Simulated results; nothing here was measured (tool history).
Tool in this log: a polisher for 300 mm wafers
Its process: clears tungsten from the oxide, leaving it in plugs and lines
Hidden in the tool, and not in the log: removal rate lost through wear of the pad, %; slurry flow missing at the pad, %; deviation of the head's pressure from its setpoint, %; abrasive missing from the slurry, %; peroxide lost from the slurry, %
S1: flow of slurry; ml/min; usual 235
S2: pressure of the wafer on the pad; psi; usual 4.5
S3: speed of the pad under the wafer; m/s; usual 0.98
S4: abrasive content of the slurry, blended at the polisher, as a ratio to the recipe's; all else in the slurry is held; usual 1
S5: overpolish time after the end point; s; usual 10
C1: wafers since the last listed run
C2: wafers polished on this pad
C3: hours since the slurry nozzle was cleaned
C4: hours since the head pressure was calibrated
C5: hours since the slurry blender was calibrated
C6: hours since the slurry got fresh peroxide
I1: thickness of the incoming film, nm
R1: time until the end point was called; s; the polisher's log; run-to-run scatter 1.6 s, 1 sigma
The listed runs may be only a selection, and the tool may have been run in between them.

run,day,S1,S2,S3,S4,S5,C1,C2,C3,C4,C5,C6,I1,R1
1,0,235,4.5,0.86,1,10,0,683,635.8,1142.7,394.5,88.9,617.3,155
2,0.346,235,4.5,0.86,1,10,65,748,644.1,1151,402.8,97.2,618.5,155.2
3,0.962,235,4.5,0.86,1,10,116,864,658.9,1165.8,417.6,112,624.8,159.9
4,1.221,235,4.5,0.98,1,10,48,913,665.1,1172,423.8,118.2,616.6,144.4
5,1.633,235,4.5,0.98,1,10,77,991,675,1181.9,433.7,128.1,625.4,148.3
# day 1.712: slurry tank refilled with fresh slurry and peroxide
6,2.1,235,4.5,0.98,1,10,80,1071,686.2,1193.1,444.9,9.3,621.8,135.9
7,2.754,235,5,0.98,1,10,123,1194,701.9,1208.8,460.6,25,622.9,131.8
# day 3.267: slurry nozzle cleaned
8,3.346,235,5,0.98,1,10,103,1298,1.9,1223,474.8,39.2,614.3,132.3
9,3.671,235,5,0.98,1,10,61,1359,9.7,1230.8,482.6,47,614,134.2
10,4.062,235,4.5,0.98,1,10,73,1433,19.1,1240.2,492,56.4,624.5,154.8
11,4.579,235,4.5,0.98,1,10,97,1531,31.5,1252.6,504.4,68.8,619.6,153
# day 5.062: slurry blender recalibrated
# day 5.2: worn pad replaced by a new one
12,5.221,235,3.9,0.98,1,8,78,3,46.9,1268,3.8,84.2,627.8,161.1
13,5.462,235,4.5,1.24,1,10,45,49,52.7,1273.8,9.6,90,617,117.9
14,6.038,235,5,0.98,1,13,108,157,66.5,1287.6,23.4,103.8,613,126.2
15,6.625,235,3.1,0.98,1,10,110,268,80.6,1301.7,37.5,117.9,612.2,205
# day 7.025: slurry tank refilled with fresh slurry and peroxide
16,7.117,235,4.5,0.98,1,10,84,353,92.4,1313.5,49.3,2.2,610.8,124.6
# day 7.642: head pressure recalibrated
17,7.962,235,4.5,0.98,0.85,5,143,497,112.7,7.7,69.6,22.5,616.7,136.1
18,8.4,175,4.5,0.98,1,10,82,579,123.2,18.2,80.1,33,626.6,136.7
19,9.033,235,4.5,0.98,0.75,5,119,699,138.4,33.4,95.3,48.2,613.8,141.8
20,9.412,235,4.5,0.98,1,10,71,770,147.5,42.5,104.4,57.3,615.9,139.3
21,10.092,310,2.9,0.7,1.1,10,128,898,163.8,58.8,120.7,73.6,611.3,262.4
22,10.508,235,4.5,0.98,1,10,78,977,173.8,68.8,130.7,83.6,614,144.5

Forecast each of these 5 alternatives for the next run:
A,10.529,235,4.5,0.98,1,10,3,981,174.3,69.3,131.2,84.1,624.2,?
B,10.529,235,4.5,0.68,0.9,10,3,981,174.3,69.3,131.2,84.1,624.2,?
C,10.529,235,3,0.7,0.85,15,3,981,174.3,69.3,131.2,84.1,624.2,?
D,10.529,285,4.5,0.98,1,10,3,981,174.3,69.3,131.2,84.1,624.2,?
E,10.529,170,5.4,0.64,0.75,10,3,981,174.3,69.3,131.2,84.1,624.2,?

run,R1
A,145.6
B,189
C,281.3
D,143
E,167.9
Stripped of hidden state, with their random variation kept, the same runs would have yielded:
run,R1
A,122.5
B,159.1
C,236.7
D,120.3
E,147.3

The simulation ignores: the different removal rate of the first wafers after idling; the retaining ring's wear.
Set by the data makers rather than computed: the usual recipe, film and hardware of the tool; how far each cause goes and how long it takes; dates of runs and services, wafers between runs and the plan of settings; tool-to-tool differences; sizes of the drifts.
